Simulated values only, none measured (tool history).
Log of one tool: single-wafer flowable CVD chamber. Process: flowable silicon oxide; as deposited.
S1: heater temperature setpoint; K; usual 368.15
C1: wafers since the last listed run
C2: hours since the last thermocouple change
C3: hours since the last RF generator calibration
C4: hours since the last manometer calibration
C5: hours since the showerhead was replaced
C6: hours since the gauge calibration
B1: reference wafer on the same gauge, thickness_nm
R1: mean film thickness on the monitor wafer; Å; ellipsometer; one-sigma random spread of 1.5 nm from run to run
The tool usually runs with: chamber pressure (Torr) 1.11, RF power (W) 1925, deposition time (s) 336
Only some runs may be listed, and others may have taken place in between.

run 1 day=0.000 | S1=368.15 chamber_pressure_(Torr)=1.11 RF_power_(W)=1925 deposition_time_(s)=336 | C1=0 C2=1903.1 C3=860.2 C4=385.4 C5=2893.0 C6=507.3 | B1=398.907 | R1=3520.61
run 2 day=3.488 | S1=368.15 chamber_pressure_(Torr)=1.00 RF_power_(W)=1925 deposition_time_(s)=336 | C1=494 C2=1986.8 C3=943.9 C4=469.1 C5=2976.7 C6=591.0 | B1=400.103 | R1=3180.12
-- day=5.583 RF generator calibrated
run 3 day=5.604 | S1=368.15 chamber_pressure_(Torr)=1.11 RF_power_(W)=1925 deposition_time_(s)=336 | C1=252 C2=2037.6 C3=0.5 C4=519.9 C5=3027.5 C6=641.8 | B1=399.394 | R1=3579.41
run 4 day=7.304 | S1=368.15 chamber_pressure_(Torr)=1.11 RF_power_(W)=1925 deposition_time_(s)=336 | C1=241 C2=2078.4 C3=41.3 C4=560.7 C5=3068.3 C6=682.6 | B1=398.819 | R1=3596.52
run 5 day=9.879 | S1=368.15 chamber_pressure_(Torr)=1.11 RF_power_(W)=1925 deposition_time_(s)=336 | C1=365 C2=2140.2 C3=103.1 C4=622.5 C5=3130.1 C6=744.4 | B1=398.635 | R1=3600.97
run 6 day=14.129 | S1=368.15 chamber_pressure_(Torr)=1.28 RF_power_(W)=1925 deposition_time_(s)=336 | C1=602 C2=2242.2 C3=205.1 C4=724.5 C5=3232.1 C6=846.4 | B1=398.460 | R1=4123.37
run 7 day=15.738 | S1=368.15 chamber_pressure_(Torr)=1.28 RF_power_(W)=1925 deposition_time_(s)=336 | C1=228 C2=2280.8 C3=243.7 C4=763.1 C5=3270.7 C6=885.0 | B1=399.379 | R1=4109.60
run 8 day=17.804 | S1=368.15 chamber_pressure_(Torr)=1.28 RF_power_(W)=1925 deposition_time_(s)=336 | C1=293 C2=2330.4 C3=293.3 C4=812.7 C5=3320.3 C6=934.6 | B1=398.958 | R1=4120.41
run 9 day=21.292 | S1=368.15 chamber_pressure_(Torr)=1.11 RF_power_(W)=2235 deposition_time_(s)=336 | C1=494 C2=2414.1 C3=377.0 C4=896.4 C5=3404.0 C6=1018.3 | B1=398.555 | R1=3671.01
run 10 day=24.762 | S1=368.15 chamber_pressure_(Torr)=1.11 RF_power_(W)=1825 deposition_time_(s)=336 | C1=492 C2=2497.4 C3=460.3 C4=979.7 C5=3487.3 C6=1101.6 | B1=399.679 | R1=3518.88
-- day=27.821 gauge calibrated
run 11 day=27.921 | S1=368.15 chamber_pressure_(Torr)=1.11 RF_power_(W)=1825 deposition_time_(s)=336 | C1=447 C2=2573.2 C3=536.1 C4=1055.5 C5=3563.1 C6=2.4 | B1=398.560 | R1=3492.89
run 12 day=29.850 | S1=368.15 chamber_pressure_(Torr)=1.11 RF_power_(W)=1925 deposition_time_(s)=336 | C1=273 C2=2619.5 C3=582.4 C4=1101.8 C5=3609.4 C6=48.7 | B1=398.237 | R1=3542.89
run 13 day=33.529 | S1=373.15 chamber_pressure_(Torr)=1.32 RF_power_(W)=1615 deposition_time_(s)=296 | C1=521 C2=2707.8 C3=670.7 C4=1190.1 C5=3697.7 C6=137.0 | B1=399.122 | R1=2932.82
run 14 day=36.817 | S1=368.15 chamber_pressure_(Torr)=1.11 RF_power_(W)=2280 deposition_time_(s)=336 | C1=466 C2=2786.7 C3=749.6 C4=1269.0 C5=3776.6 C6=215.9 | B1=400.069 | R1=3662.29
run 15 day=38.408 | S1=368.15 chamber_pressure_(Torr)=1.11 RF_power_(W)=1925 deposition_time_(s)=336 | C1=225 C2=2824.9 C3=787.8 C4=1307.2 C5=3814.8 C6=254.1 | B1=398.996 | R1=3571.16
run 16 day=40.888 | S1=368.15 chamber_pressure_(Torr)=1.11 RF_power_(W)=1825 deposition_time_(s)=336 | C1=351 C2=2884.4 C3=847.3 C4=1366.7 C5=3874.3 C6=313.6 | B1=399.984 | R1=3502.86
run 17 day=43.242 | S1=363.15 chamber_pressure_(Torr)=0.98 RF_power_(W)=2230 deposition_time_(s)=373 | C1=333 C2=2940.9 C3=903.8 C4=1423.2 C5=3930.8 C6=370.1 | B1=398.307 | R1=4298.97
-- day=43.929 thermocouple changed; heater temperature recalibrated
run 18 day=46.571 | S1=368.15 chamber_pressure_(Torr)=1.11 RF_power_(W)=2030 deposition_time_(s)=336 | C1=424 C2=63.4 C3=983.7 C4=1503.1 C5=4010.7 C6=450.0 | B1=398.747 | R1=3571.62
run 19 day=48.362 | S1=373.15 chamber_pressure_(Torr)=1.27 RF_power_(W)=1630 deposition_time_(s)=403 | C1=254 C2=106.4 C3=1026.7 C4=1546.1 C5=4053.7 C6=493.0 | B1=399.659 | R1=3808.64
-- day=49.446 showerhead replaced
-- day=49.725 RF generator calibrated
run 20 day=53.400 | S1=368.15 chamber_pressure_(Torr)=0.84 RF_power_(W)=1925 deposition_time_(s)=394 | C1=627 C2=227.3 C3=88.2 C4=1667.0 C5=94.9 C6=613.9 | B1=399.382 | R1=3146.32
-- day=54.762 capacitance manometer re-zeroed and calibrated
run 21 day=55.912 | S1=368.15 chamber_pressure_(Torr)=1.11 RF_power_(W)=1620 deposition_time_(s)=313 | C1=309 C2=287.6 C3=148.5 C4=27.6 C5=155.2 C6=674.2 | B1=398.724 | R1=3167.03
run 22 day=59.450 | S1=368.15 chamber_pressure_(Torr)=1.11 RF_power_(W)=1925 deposition_time_(s)=336 | C1=501 C2=372.5 C3=233.4 C4=112.5 C5=240.1 C6=759.1 | B1=399.067 | R1=3572.72
run 23 day=62.825 | S1=368.15 chamber_pressure_(Torr)=1.22 RF_power_(W)=2085 deposition_time_(s)=336 | C1=478 C2=453.5 C3=314.4 C4=193.5 C5=321.1 C6=840.1 | B1=399.033 | R1=4021.44
run 24 day=65.562 | S1=378.15 chamber_pressure_(Torr)=1.22 RF_power_(W)=2135 deposition_time_(s)=353 | C1=388 C2=519.2 C3=380.1 C4=259.2 C5=386.8 C6=905.8 | B1=399.081 | R1=2884.89
run 25 day=69.454 | S1=380.15 chamber_pressure_(Torr)=1.29 RF_power_(W)=2170 deposition_time_(s)=295 | C1=551 C2=612.6 C3=473.5 C4=352.6 C5=480.2 C6=999.2 | B1=398.405 | R1=2369.48
run 26 day=73.083 | S1=364.15 chamber_pressure_(Torr)=1.11 RF_power_(W)=1800 deposition_time_(s)=336 | C1=514 C2=699.7 C3=560.6 C4=439.7 C5=567.3 C6=1086.3 | B1=398.577 | R1=4083.23
-- day=74.575 gauge calibrated
run 27 day=76.025 | S1=368.15 chamber_pressure_(Torr)=1.11 RF_power_(W)=2080 deposition_time_(s)=291 | C1=417 C2=770.3 C3=631.2 C4=510.3 C5=637.9 C6=34.8 | B1=399.471 | R1=3128.33

How would selected steps in R1 from run to run divide? Give the signed amount a tool lacking its hidden state would still show from settings, what came in and random variation, and the signed amount left for the hidden state, including any gauge scatter that is not in both of the compared results.
Hidden state at play: wafer temperature above the value expected at the setpoint (K); delivered RF power above the setpoint (%); true pressure above the setpoint (%); gauge reads high (%).
Run 2 -> 3: chamber pressure (Torr) 1.00 -> 1.11, RF generator calibrated. R1 +399.29 Å: hidden state +57.59, all else +341.70.
Run 19 -> 20: S1 373.15 -> 368.15, chamber pressure (Torr) 1.27 -> 0.84, RF power (W) 1630 -> 1925, deposition time (s) 403 -> 394, showerhead replaced, RF generator calibrated. R1 -662.32 Å: hidden state +77.47, all else -739.79.
Run 23 -> 24: S1 368.15 -> 378.15, RF power (W) 2085 -> 2135, deposition time (s) 336 -> 353. R1 -1136.55 Å: hidden state +3.04, all else -1139.59.
Run 25 -> 26: S1 380.15 -> 364.15, chamber pressure (Torr) 1.29 -> 1.11, RF power (W) 2170 -> 1800, deposition time (s) 295 -> 336. R1 +1713.75 Å: hidden state -31.95, all else +1745.70.
